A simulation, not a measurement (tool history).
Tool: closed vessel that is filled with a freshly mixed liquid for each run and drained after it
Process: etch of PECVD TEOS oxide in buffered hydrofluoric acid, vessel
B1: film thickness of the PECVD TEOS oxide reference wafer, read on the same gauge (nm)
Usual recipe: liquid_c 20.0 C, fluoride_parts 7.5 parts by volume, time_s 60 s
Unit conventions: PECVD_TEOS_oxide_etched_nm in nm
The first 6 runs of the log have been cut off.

Run 7, day 12.862: usual settings but time_s 35 s; B1 100.02. Result: PECVD_TEOS_oxide_etched_nm 122.72 nm.
Run 8, day 14.350: usual settings but time_s 35 s; B1 100.00. Result: PECVD_TEOS_oxide_etched_nm 122.04 nm.
Run 9, day 17.179: usual settings; B1 99.99. Result: PECVD_TEOS_oxide_etched_nm 209.23 nm.
Run 10, day 19.375: usual settings; B1 100.00. Result: PECVD_TEOS_oxide_etched_nm 209.47 nm.
Run 11, day 21.558: usual settings; B1 100.02. Result: PECVD_TEOS_oxide_etched_nm 210.64 nm.
Run 12, day 22.754: usual settings; B1 99.98. Result: PECVD_TEOS_oxide_etched_nm 214.49 nm.
Run 13, day 24.050: usual settings; B1 100.00. Result: PECVD_TEOS_oxide_etched_nm 216.49 nm.
Run 14, day 26.754: usual settings; B1 100.03. Result: PECVD_TEOS_oxide_etched_nm 213.63 nm.
Run 15, day 29.404: usual settings; B1 100.03. Result: PECVD_TEOS_oxide_etched_nm 215.95 nm.
Run 16, day 30.529: usual settings; B1 100.02. Result: PECVD_TEOS_oxide_etched_nm 218.50 nm.
Run 17, day 32.817: usual settings but liquid_c 22.5 C, fluoride_parts 5.5 parts by volume, time_s 90 s; B1 100.01. Result: PECVD_TEOS_oxide_etched_nm 489.72 nm.
Run 18, day 35.358: usual settings but liquid_c 17.0 C, fluoride_parts 6.5 parts by volume, time_s 30 s; B1 99.97. Result: PECVD_TEOS_oxide_etched_nm 105.21 nm.
At day 36.167: gauge calibrated.
Run 19, day 36.975: usual settings; B1 100.00. Result: PECVD_TEOS_oxide_etched_nm 218.44 nm.

What will run 20 give?
At day 37.054: hydrofluoric acid flow meter replaced.
Run 20, day 39.038: usual settings but liquid_c 17.0 C, fluoride_parts 10.5 parts by volume, time_s 50 s; B1 ?. Result: PECVD_TEOS_oxide_etched_nm ?.

{"run 20": {"B1": 100.03, "PECVD_TEOS_oxide_etched_nm": 99.82}}
With the hidden condition absent and the run-to-run variation left alone, this run would have shown PECVD_TEOS_oxide_etched_nm 94.38 nm.
